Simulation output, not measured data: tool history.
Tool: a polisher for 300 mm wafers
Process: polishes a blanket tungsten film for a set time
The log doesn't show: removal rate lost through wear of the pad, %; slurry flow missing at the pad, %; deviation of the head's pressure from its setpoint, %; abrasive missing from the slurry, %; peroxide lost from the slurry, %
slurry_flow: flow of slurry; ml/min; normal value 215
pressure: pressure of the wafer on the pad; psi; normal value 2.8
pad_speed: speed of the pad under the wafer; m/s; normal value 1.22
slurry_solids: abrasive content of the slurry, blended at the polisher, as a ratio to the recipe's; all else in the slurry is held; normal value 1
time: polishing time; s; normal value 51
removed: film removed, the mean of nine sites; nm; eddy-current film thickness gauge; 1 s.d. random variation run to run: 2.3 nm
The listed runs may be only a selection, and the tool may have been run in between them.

| run | hour | slurry_flow | pressure | pad_speed | slurry_solids | time | wafers since the last listed run | wafers polished on this pad | hours since the slurry nozzle was cleaned | hours since the head pressure was calibrated | hours since the slurry blender was calibrated | hours since the slurry got fresh peroxide | incoming thickness of the incoming film, nm | removed |
|---|---|---|---|---|---|---|---|---|---|---|---|---|---|---|
| 1 | 0 | 185 | 2.8 | 1.22 | 1 | 51 | 0 | 232 | 480.2 | 480.6 | 95 | 78.5 | 1204.3 | 189.9 |
|  | 3.1 | slurry tank refilled with fresh slurry and peroxide |
| 2 | 12.5 | 185 | 2.8 | 1.22 | 1 | 51 | 124 | 356 | 492.7 | 493.1 | 107.5 | 9.4 | 1212.3 | 187.2 |
| 3 | 26.7 | 215 | 2.8 | 1.22 | 1 | 51 | 153 | 509 | 506.9 | 507.3 | 121.7 | 23.6 | 1180.4 | 195 |
|  | 65.7 | worn pad replaced by a new one, of another model than before |
| 4 | 66.2 | 215 | 2.8 | 1.22 | 1 | 51 | 382 | 5 | 546.4 | 546.8 | 161.2 | 63.1 | 1191.2 | 169.5 |
| 5 | 69 | 215 | 2.8 | 1.22 | 1 | 51 | 30 | 35 | 549.2 | 549.6 | 164 | 65.9 | 1209.3 | 169.4 |
|  | 74.1 | slurry tank refilled with fresh slurry and peroxide |
|  | 87.1 | slurry nozzle cleaned |
| 6 | 87.6 | 215 | 2.8 | 1.06 | 1 | 51 | 179 | 214 | 0.5 | 568.2 | 182.6 | 13.5 | 1206.8 | 193.8 |
| 7 | 104 | 215 | 2.8 | 1.06 | 1 | 51 | 176 | 391 | 16.9 | 584.6 | 199 | 29.9 | 1214 | 192.8 |
| 8 | 117.4 | 215 | 2.8 | 1.06 | 1 | 51 | 144 | 535 | 30.3 | 598 | 212.4 | 43.3 | 1191.6 | 194 |
| 9 | 124.7 | 215 | 3.5 | 1.22 | 1 | 51 | 78 | 614 | 37.6 | 605.3 | 219.7 | 50.6 | 1197.1 | 230.6 |
| 10 | 130.8 | 215 | 3 | 1.22 | 1 | 38 | 65 | 680 | 43.7 | 611.4 | 225.8 | 56.7 | 1199.7 | 159.8 |
|  | 136.6 | head pressure recalibrated |
|  | 147.2 | worn pad replaced by a new one |
| 11 | 147.7 | 215 | 3 | 1.22 | 1 | 38 | 117 | 5 | 60.6 | 11.1 | 242.7 | 73.6 | 1203.9 | 162.6 |
| 12 | 155.8 | 215 | 3 | 1.22 | 1 | 38 | 87 | 92 | 68.7 | 19.2 | 250.8 | 81.7 | 1218.2 | 159 |
|  | 161.6 | slurry tank refilled with fresh slurry and peroxide |
| 13 | 167 | 215 | 2.8 | 1.22 | 1 | 51 | 109 | 202 | 79.9 | 30.4 | 262 | 5.4 | 1198.2 | 211.6 |
| 14 | 177.5 | 215 | 2.8 | 1.22 | 1 | 44 | 113 | 316 | 90.4 | 40.9 | 272.5 | 15.9 | 1215 | 181 |
| 15 | 194.7 | 215 | 3 | 1.22 | 1 | 38 | 185 | 501 | 107.6 | 58.1 | 289.7 | 33.1 | 1220.7 | 158.2 |
| 16 | 200.8 | 215 | 2.1 | 1.22 | 0.8 | 51 | 65 | 567 | 113.7 | 64.2 | 295.8 | 39.2 | 1194.1 | 178.7 |
| 17 | 214.2 | 215 | 2.8 | 0.94 | 1 | 56 | 144 | 711 | 127.1 | 77.6 | 309.2 | 52.6 | 1189.8 | 192.7 |
| 18 | 224.6 | 140 | 1.9 | 1.38 | 1 | 51 | 112 | 824 | 137.5 | 88 | 319.6 | 63 | 1191.3 | 167.6 |
|  | 231.6 | worn pad replaced by a new one |
|  | 232.5 | slurry tank refilled with fresh slurry and peroxide |
| 19 | 233 | 215 | 2.8 | 1.58 | 0.85 | 39 | 38 | 5 | 145.9 | 96.4 | 328 | 0.5 | 1226.7 | 178.7 |
| 20 | 243.9 | 215 | 2.8 | 1.22 | 1 | 51 | 117 | 123 | 156.8 | 107.3 | 338.9 | 11.4 | 1189.6 | 208.3 |
|  | 250.2 | slurry blender recalibrated |
| 21 | 251.5 | 165 | 2.8 | 1.22 | 1.1 | 62 | 60 | 183 | 164.4 | 114.9 | 1.3 | 19 | 1210.7 | 233.6 |
| 22 | 263.2 | 190 | 2 | 1.22 | 0.9 | 34 | 126 | 309 | 176.1 | 126.6 | 13 | 30.7 | 1205.4 | 116.5 |
| 23 | 276.9 | 240 | 3.4 | 1.22 | 1 | 51 | 147 | 457 | 189.8 | 140.3 | 26.7 | 44.4 | 1215.6 | 225.1 |
|  | 301 | slurry tank refilled with fresh slurry and peroxide |
|  | 315.8 | worn pad replaced by a new one |
| 24 | 318.1 | 165 | 3.7 | 1.22 | 1.25 | 51 | 390 | 24 | 231 | 181.5 | 67.9 | 17.1 | 1205.2 | 215.4 |
| 25 | 335.1 | 215 | 2.8 | 1.22 | 1 | 51 | 183 | 207 | 248 | 198.5 | 84.9 | 34.1 | 1197.5 | 198.2 |
| 26 | 350.2 | 160 | 2.8 | 0.9 | 1.25 | 59 | 162 | 370 | 263.1 | 213.6 | 100 | 49.2 | 1193.9 | 179.7 |
| 27 | 359.3 | 215 | 3.1 | 1.22 | 0.9 | 51 | 98 | 468 | 272.2 | 222.7 | 109.1 | 58.3 | 1202.2 | 200.2 |

Here are 3 independent what-if runs from the current tool condition. What would each one return?
| A | 359.7 | 215 | 2.8 | 1.22 | 1 | 51 | 4 | 473 | 272.6 | 223.1 | 109.5 | 58.7 | 1191.6 | ? |
| B | 359.7 | 215 | 3.2 | 1.22 | 1 | 51 | 4 | 473 | 272.6 | 223.1 | 109.5 | 58.7 | 1191.6 | ? |
| C | 359.7 | 215 | 3.3 | 1.22 | 0.9 | 51 | 4 | 473 | 272.6 | 223.1 | 109.5 | 58.7 | 1191.6 | ? |

| run | removed |
|---|---|
| A | 194.4 |
| B | 204.9 |
| C | 203.5 |
What these runs would have given with no unlogged condition in the tool:
| run | removed |
|---|---|
| A | 213.4 |
| B | 225 |
| C | 223.4 |
